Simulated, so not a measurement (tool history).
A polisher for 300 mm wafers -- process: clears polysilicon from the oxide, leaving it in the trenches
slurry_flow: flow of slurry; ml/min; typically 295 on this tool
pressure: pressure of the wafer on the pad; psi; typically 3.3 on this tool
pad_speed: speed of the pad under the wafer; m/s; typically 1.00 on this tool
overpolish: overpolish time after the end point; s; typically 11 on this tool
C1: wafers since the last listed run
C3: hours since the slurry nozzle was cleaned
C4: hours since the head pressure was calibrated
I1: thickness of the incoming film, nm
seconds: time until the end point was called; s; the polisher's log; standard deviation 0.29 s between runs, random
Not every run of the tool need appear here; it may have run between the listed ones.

Run 1, hour 0.0: usual settings but overpolish 9 s; C1 0; wafers polished on this pad 567; C3 788.5; C4 90.8; I1 328.3. Result: seconds 18.9 s.
At hour 18.8: slurry nozzle cleaned.
Run 2, hour 41.9: usual settings; C1 496; wafers polished on this pad 1063; C3 23.1; C4 132.7; I1 323.5. Result: seconds 18.9 s.
Run 3, hour 97.9: usual settings; C1 679; wafers polished on this pad 1742; C3 79.1; C4 188.7; I1 328.5. Result: seconds 19.8 s.
Run 4, hour 143.5: usual settings; C1 553; wafers polished on this pad 2295; C3 124.7; C4 234.3; I1 329.0. Result: seconds 19.2 s.
Run 5, hour 197.9: usual settings; C1 659; wafers polished on this pad 2955; C3 179.1; C4 288.7; I1 327.6. Result: seconds 19.5 s.
Run 6, hour 247.0: usual settings but slurry_flow 250 ml/min, pressure 4.1 psi; C1 595; wafers polished on this pad 3550; C3 228.2; C4 337.8; I1 330.3. Result: seconds 16.9 s.
At hour 299.3: worn pad replaced by a new one.
Run 7, hour 310.3: usual settings but slurry_flow 250 ml/min, pressure 4.1 psi; C1 719; wafers polished on this pad 133; C3 291.5; C4 401.1; I1 328.8. Result: seconds 16.6 s.
Run 8, hour 378.6: usual settings; C1 828; wafers polished on this pad 962; C3 359.8; C4 469.4; I1 331.9. Result: seconds 21.1 s.
Run 9, hour 430.2: usual settings; C1 625; wafers polished on this pad 1587; C3 411.4; C4 521.0; I1 328.7. Result: seconds 20.5 s.
At hour 481.4: head pressure recalibrated.
Run 10, hour 482.1: usual settings but slurry_flow 355 ml/min; C1 605; wafers polished on this pad 2193; C3 463.3; C4 0.7; I1 328.9. Result: seconds 18.5 s.
Run 11, hour 548.9: usual settings but slurry_flow 355 ml/min; C1 810; wafers polished on this pad 3003; C3 530.1; C4 67.5; I1 336.2. Result: seconds 19.4 s.
At hour 571.0: worn pad replaced by a new one, of another model than before.
Run 12, hour 575.0: usual settings; C1 268; wafers polished on this pad 49; C3 556.2; C4 93.6; I1 327.0. Result: seconds 19.0 s.
Run 13, hour 610.6: usual settings; C1 431; wafers polished on this pad 480; C3 591.8; C4 129.2; I1 333.0. Result: seconds 19.3 s.
Run 14, hour 660.3: usual settings; C1 602; wafers polished on this pad 1083; C3 641.5; C4 178.9; I1 329.5. Result: seconds 19.5 s.
At hour 673.9: slurry nozzle cleaned.
Run 15, hour 716.1: usual settings but slurry_flow 220 ml/min, pressure 4.1 psi, overpolish 18 s; C1 664; wafers polished on this pad 1748; C3 42.2; C4 234.7; I1 334.7. Result: seconds 18.0 s.
Run 16, hour 776.9: usual settings but slurry_flow 190 ml/min, pressure 3.7 psi, pad_speed 0.72 m/s, overpolish 15 s; C1 737; wafers polished on this pad 2485; C3 103.0; C4 295.5; I1 332.4. Result: seconds 23.1 s.
Run 17, hour 812.4: usual settings but slurry_flow 330 ml/min, pressure 2.2 psi, pad_speed 0.76 m/s, overpolish 6 s; C1 430; wafers polished on this pad 2916; C3 138.5; C4 331.0; I1 328.1. Result: seconds 27.0 s.
Run 18, hour 882.6: usual settings but slurry_flow 365 ml/min, pressure 3.8 psi; C1 851; wafers polished on this pad 3767; C3 208.7; C4 401.2; I1 329.4. Result: seconds 18.3 s.
At hour 919.4: worn pad replaced by a new one.
Run 19, hour 936.9: usual settings but slurry_flow 400 ml/min, overpolish 8 s; C1 610; wafers polished on this pad 211; C3 263.0; C4 455.5; I1 332.5. Result: seconds 19.8 s.
Run 20, hour 987.3: usual settings; C1 611; wafers polished on this pad 823; C3 313.4; C4 505.9; I1 324.7. Result: seconds 20.0 s.
Run 21, hour 1040.8: usual settings; C1 648; wafers polished on this pad 1472; C3 366.9; C4 559.4; I1 326.1. Result: seconds 19.9 s.
At hour 1074.4: head pressure recalibrated.
Run 22, hour 1090.8: usual settings but pad_speed 1.10 m/s; C1 582; wafers polished on this pad 2054; C3 416.9; C4 16.4; I1 337.6. Result: seconds 18.4 s.
Run 23, hour 1134.1: usual settings; C1 525; wafers polished on this pad 2579; C3 460.2; C4 59.7; I1 334.7. Result: seconds 19.9 s.
Run 24, hour 1196.4: usual settings but pressure 2.2 psi; C1 755; wafers polished on this pad 3335; C3 522.5; C4 122.0; I1 328.6. Result: seconds 23.8 s.
At hour 1202.7: worn pad replaced by a new one.
Run 25, hour 1236.0: usual settings but slurry_flow 240 ml/min, pad_speed 0.68 m/s; C1 431; wafers polished on this pad 403; C3 562.1; C4 161.6; I1 333.1. Result: seconds 23.9 s.
Run 26, hour 1264.4: usual settings but slurry_flow 245 ml/min, pressure 4.0 psi, pad_speed 0.80 m/s, overpolish 15 s; C1 344; wafers polished on this pad 748; C3 590.5; C4 190.0; I1 329.1. Result: seconds 20.2 s.
At hour 1382.5: slurry nozzle cleaned.
Run 27, hour 1438.8: usual settings but slurry_flow 340 ml/min, pressure 4.0 psi; C1 2103; wafers polished on this pad 2851; C3 56.3; C4 364.4; I1 333.3. Result: seconds 18.4 s.
Run 28, hour 1479.4: usual settings; C1 492; wafers polished on this pad 3343; C3 96.9; C4 405.0; I1 330.0. Result: seconds 19.9 s.
At hour 1521.7: worn pad replaced by a new one.
Run 29, hour 1525.3: usual settings but slurry_flow 390 ml/min, pressure 4.1 psi, pad_speed 0.80 m/s; C1 508; wafers polished on this pad 43; C3 142.8; C4 450.9; I1 332.1. Result: seconds 19.7 s.

Hidden state, per run?
removal rate lost through wear of the pad, %: 0 on each run
slurry flow missing at the pad, %: 0 on each run
H1: deviation of the head's pressure from its setpoint, %
run      H1
  1    0.32
  2  -0.461
  3    -1.5
  4   -2.35
  5   -3.37
  6   -4.28
  7   -5.46
  8   -6.73
  9    -7.7
 10  -0.844
 11   -2.09
 12   -2.58
 13   -3.24
 14   -4.16
 15    -5.2
 16   -6.34
 17      -7
 18   -8.31
 19   -9.32
 20   -10.3
 21   -11.3
 22   -1.46
 23   -2.27
 24   -3.43
 25   -4.17
 26    -4.7
 27   -7.95
 28    -8.7
 29   -9.56
